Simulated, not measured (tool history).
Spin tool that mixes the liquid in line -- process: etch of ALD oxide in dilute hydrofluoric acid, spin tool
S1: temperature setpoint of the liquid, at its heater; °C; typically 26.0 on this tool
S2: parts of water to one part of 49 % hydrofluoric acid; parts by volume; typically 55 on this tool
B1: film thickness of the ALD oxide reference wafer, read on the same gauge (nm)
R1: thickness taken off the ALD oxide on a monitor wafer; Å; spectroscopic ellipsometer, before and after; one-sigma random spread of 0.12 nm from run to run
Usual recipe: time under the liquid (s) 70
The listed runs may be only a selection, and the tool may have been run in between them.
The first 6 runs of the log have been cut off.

run 7 hour=76.6 | S1=26.0 S2=55 time_under_the_liquid_(s)=70 | B1=149.99 | R1=163.0
run 8 hour=92.5 | S1=26.0 S2=55 time_under_the_liquid_(s)=70 | B1=150.01 | R1=163.0
run 9 hour=106.4 | S1=26.0 S2=55 time_under_the_liquid_(s)=70 | B1=150.02 | R1=161.2
run 10 hour=115.7 | S1=26.0 S2=55 time_under_the_liquid_(s)=70 | B1=150.03 | R1=160.8
run 11 hour=126.4 | S1=26.0 S2=55 time_under_the_liquid_(s)=70 | B1=150.03 | R1=160.2
run 12 hour=134.5 | S1=26.0 S2=55 time_under_the_liquid_(s)=70 | B1=150.01 | R1=161.8
-- hour=144.6 hydrofluoric acid flow meter replaced
run 13 hour=151.2 | S1=26.0 S2=55 time_under_the_liquid_(s)=70 | B1=150.00 | R1=161.9
run 14 hour=166.9 | S1=26.0 S2=55 time_under_the_liquid_(s)=70 | B1=150.00 | R1=162.0
run 15 hour=178.1 | S1=26.0 S2=55 time_under_the_liquid_(s)=70 | B1=150.00 | R1=162.5
run 16 hour=196.0 | S1=24.0 S2=55 time_under_the_liquid_(s)=50 | B1=150.04 | R1=105.2
run 17 hour=202.8 | S1=22.5 S2=55 time_under_the_liquid_(s)=70 | B1=150.00 | R1=137.3
run 18 hour=210.3 | S1=26.0 S2=55 time_under_the_liquid_(s)=70 | B1=149.99 | R1=161.8
run 19 hour=225.0 | S1=26.0 S2=55 time_under_the_liquid_(s)=35 | B1=150.00 | R1=79.5
-- hour=229.7 gauge calibrated
run 20 hour=236.3 | S1=26.0 S2=55 time_under_the_liquid_(s)=35 | B1=149.99 | R1=80.2
run 21 hour=246.7 | S1=22.0 S2=55 time_under_the_liquid_(s)=105 | B1=149.98 | R1=203.6
-- hour=250.7 thermometer replaced
run 22 hour=262.7 | S1=26.0 S2=45 time_under_the_liquid_(s)=70 | B1=150.00 | R1=221.1
run 23 hour=277.5 | S1=26.0 S2=40 time_under_the_liquid_(s)=70 | B1=149.99 | R1=250.8
run 24 hour=289.4 | S1=26.0 S2=55 time_under_the_liquid_(s)=70 | B1=150.03 | R1=179.1
run 25 hour=297.9 | S1=24.0 S2=75 time_under_the_liquid_(s)=35 | B1=149.99 | R1=59.0
run 26 hour=315.8 | S1=22.0 S2=65 time_under_the_liquid_(s)=95 | B1=150.00 | R1=172.2
run 27 hour=327.5 | S1=26.0 S2=80 time_under_the_liquid_(s)=70 | B1=150.02 | R1=119.0
run 28 hour=333.9 | S1=28.5 S2=65 time_under_the_liquid_(s)=70 | B1=150.00 | R1=163.7

Predict the results of run 29:
run 29 hour=340.5 | S1=26.0 S2=55 time_under_the_liquid_(s)=70 | B1=? | R1=?

B1: 150.00
R1: 177.9 Å
The same run, on a tool lacking any hidden state, would have yielded R1 180.3 Å.
